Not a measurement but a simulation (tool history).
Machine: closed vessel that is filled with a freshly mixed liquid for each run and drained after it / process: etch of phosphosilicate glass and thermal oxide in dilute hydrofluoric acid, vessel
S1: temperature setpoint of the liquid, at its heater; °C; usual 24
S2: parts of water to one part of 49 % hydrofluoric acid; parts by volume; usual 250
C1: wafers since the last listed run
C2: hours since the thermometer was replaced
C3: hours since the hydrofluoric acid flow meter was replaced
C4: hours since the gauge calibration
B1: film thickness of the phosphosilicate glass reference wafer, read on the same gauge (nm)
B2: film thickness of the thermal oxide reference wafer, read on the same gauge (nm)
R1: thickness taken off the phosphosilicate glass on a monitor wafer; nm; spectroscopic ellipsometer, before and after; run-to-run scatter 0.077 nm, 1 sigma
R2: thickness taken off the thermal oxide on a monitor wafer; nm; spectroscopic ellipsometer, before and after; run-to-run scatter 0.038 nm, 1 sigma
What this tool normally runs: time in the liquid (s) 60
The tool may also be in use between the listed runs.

Run 1, hour 0: usual settings; C1 0; C2 909.4; C3 1938.8; C4 490.6; B1 50.01; B2 150.016. Result: R1 17.72 nm, R2 1.028 nm.
Run 2, hour 8.7: usual settings; C1 691; C2 918.1; C3 1947.5; C4 499.3; B1 49.99; B2 150.007. Result: R1 17.5 nm, R2 1.051 nm.
Run 3, hour 26: usual settings but S1 28.5 °C, time in the liquid (s) 80; C1 1375; C2 935.4; C3 1964.8; C4 516.6; B1 50.02; B2 149.996. Result: R1 27.82 nm, R2 1.786 nm.
Run 4, hour 41: usual settings but S2 355 parts by volume, time in the liquid (s) 45; C1 1192; C2 950.4; C3 1979.8; C4 531.6; B1 50.02; B2 149.989. Result: R1 8.56 nm, R2 0.531 nm.
Run 5, hour 57.5: usual settings but S1 29 °C; C1 1312; C2 966.9; C3 1996.3; C4 548.1; B1 49.95; B2 150.01. Result: R1 20.9 nm, R2 1.3 nm.
Run 6, hour 73.9: usual settings; C1 1304; C2 983.3; C3 2012.7; C4 564.5; B1 49.96; B2 150.014. Result: R1 17.8 nm, R2 1.047 nm.
Run 7, hour 81.8: usual settings but S1 27 °C, S2 355 parts by volume, time in the liquid (s) 85; C1 628; C2 991.2; C3 2020.6; C4 572.4; B1 49.99; B2 149.986. Result: R1 17.88 nm, R2 1.046 nm.
Run 8, hour 130.7: usual settings; C1 3888; C2 1040.1; C3 2069.5; C4 621.3; B1 49.99; B2 149.995. Result: R1 18 nm, R2 1.137 nm.
Run 9, hour 142.8: usual settings but S2 340 parts by volume, time in the liquid (s) 30; C1 962; C2 1052.2; C3 2081.6; C4 633.4; B1 50.04; B2 150.004. Result: R1 6.08 nm, R2 0.36 nm.
Run 10, hour 158.8: usual settings; C1 1272; C2 1068.2; C3 2097.6; C4 649.4; B1 49.98; B2 150.005. Result: R1 17.84 nm, R2 1.069 nm.
Run 11, hour 171.3: usual settings but S2 375 parts by volume, time in the liquid (s) 40; C1 993; C2 1080.7; C3 2110.1; C4 661.9; B1 50.01; B2 149.982. Result: R1 7.16 nm, R2 0.446 nm.
Run 12, hour 179.5: usual settings but S1 20.5 °C, S2 145 parts by volume, time in the liquid (s) 90; C1 652; C2 1088.9; C3 2118.3; C4 670.1; B1 49.97; B2 149.998. Result: R1 45.3 nm, R2 2.76 nm.
Run 13, hour 193.1: usual settings but S1 26.5 °C, S2 175 parts by volume, time in the liquid (s) 70; C1 1081; C2 1102.5; C3 2131.9; C4 683.7; B1 50.02; B2 149.989. Result: R1 35.54 nm, R2 2.101 nm.
Run 14, hour 203.1: usual settings but S2 130 parts by volume, time in the liquid (s) 90; C1 795; C2 1112.5; C3 2141.9; C4 693.7; B1 49.96; B2 149.999. Result: R1 59.36 nm, R2 3.482 nm.
Run 15, hour 210.9: usual settings but S1 19.5 °C, S2 350 parts by volume, time in the liquid (s) 70; C1 620; C2 1120.3; C3 2149.7; C4 701.5; B1 50; B2 149.985. Result: R1 11.72 nm, R2 0.749 nm.
At hour 223.1: hydrofluoric acid flow meter replaced.
At hour 223.2: gauge calibrated.
Run 16, hour 226.5: usual settings but S1 29 °C; C1 1160; C2 1135.9; C3 3.4; C4 3.3; B1 49.99; B2 150.003. Result: R1 18.34 nm, R2 1.103 nm.
At hour 231.7: thermometer replaced.
Run 17, hour 237.7: usual settings but time in the liquid (s) 30; C1 811; C2 6; C3 14.6; C4 14.5; B1 50.06; B2 150.007. Result: R1 7.43 nm, R2 0.422 nm.
Run 18, hour 254.7: usual settings but S1 20 °C, S2 205 parts by volume, time in the liquid (s) 85; C1 1351; C2 23; C3 31.6; C4 31.5; B1 50; B2 149.999. Result: R1 23.25 nm, R2 1.421 nm.
Run 19, hour 262.8: usual settings but S1 19 °C, S2 180 parts by volume, time in the liquid (s) 80; C1 644; C2 31.1; C3 39.7; C4 39.6; B1 50; B2 150.011. Result: R1 24.42 nm, R2 1.48 nm.
Run 20, hour 280.2: usual settings but S1 19.5 °C, S2 170 parts by volume; C1 1383; C2 48.5; C3 57.1; C4 57; B1 49.97; B2 150.019. Result: R1 19.9 nm, R2 1.128 nm.
Run 21, hour 323: usual settings but S1 20 °C, S2 170 parts by volume, time in the liquid (s) 40; C1 3403; C2 91.3; C3 99.9; C4 99.8; B1 49.96; B2 150.01. Result: R1 13.7 nm, R2 0.876 nm.
Run 22, hour 330.8: usual settings but S1 19.5 °C, S2 140 parts by volume, time in the liquid (s) 40; C1 620; C2 99.1; C3 107.7; C4 107.6; B1 50.01; B2 149.991. Result: R1 16.8 nm, R2 1.031 nm.
Run 23, hour 340.9: usual settings but S1 21.5 °C, S2 135 parts by volume; C1 803; C2 109.2; C3 117.8; C4 117.7; B1 49.97; B2 150.005. Result: R1 28.26 nm, R2 1.759 nm.
Run 24, hour 373.3: usual settings but S1 27 °C; C1 2576; C2 141.6; C3 150.2; C4 150.1; B1 50.03; B2 149.995. Result: R1 16.66 nm, R2 1.065 nm.
Run 25, hour 381.6: usual settings; C1 659; C2 149.9; C3 158.5; C4 158.4; B1 50.01; B2 149.992. Result: R1 14.95 nm, R2 0.939 nm.
Run 26, hour 389: usual settings but S1 22 °C, S2 355 parts by volume, time in the liquid (s) 90; C1 588; C2 157.3; C3 165.9; C4 165.8; B1 50.02; B2 149.995. Result: R1 13.4 nm, R2 0.872 nm.

Below, each run's measurement less what the same run would have read without the hidden state. Both values contain the same run-to-run variation, but the gauge's scatter may not be the same in both:
Hidden state present: liquid hotter than its thermometer reads (K); hydrofluoric acid flow above the setpoint (%); gauge reads high (%).
run     R1      R2
  1  +3.05  +0.177
  2  +3.03  +0.182
  3  +4.88  +0.313
  4  +1.55  +0.096
  5  +3.73  +0.232
  6  +3.18  +0.188
  7  +3.31  +0.193
  8  +3.31  +0.209
  9  +1.15  +0.068
 10  +3.33    +0.2
 11  +1.39  +0.086
 12  +8.28  +0.505
 13  +6.59   +0.39
 14  +10.9   +0.64
 15  +2.29  +0.146
 16  +0.97  +0.058
 17  +0.09  +0.005
 18  +0.33   +0.02
 19  +0.37  +0.022
 20  +0.35   +0.02
 21  +0.31  +0.019
 22  +0.39  +0.024
 23  +0.69  +0.043
 24  +0.46  +0.029
 25  +0.43  +0.027
 26   +0.4  +0.026
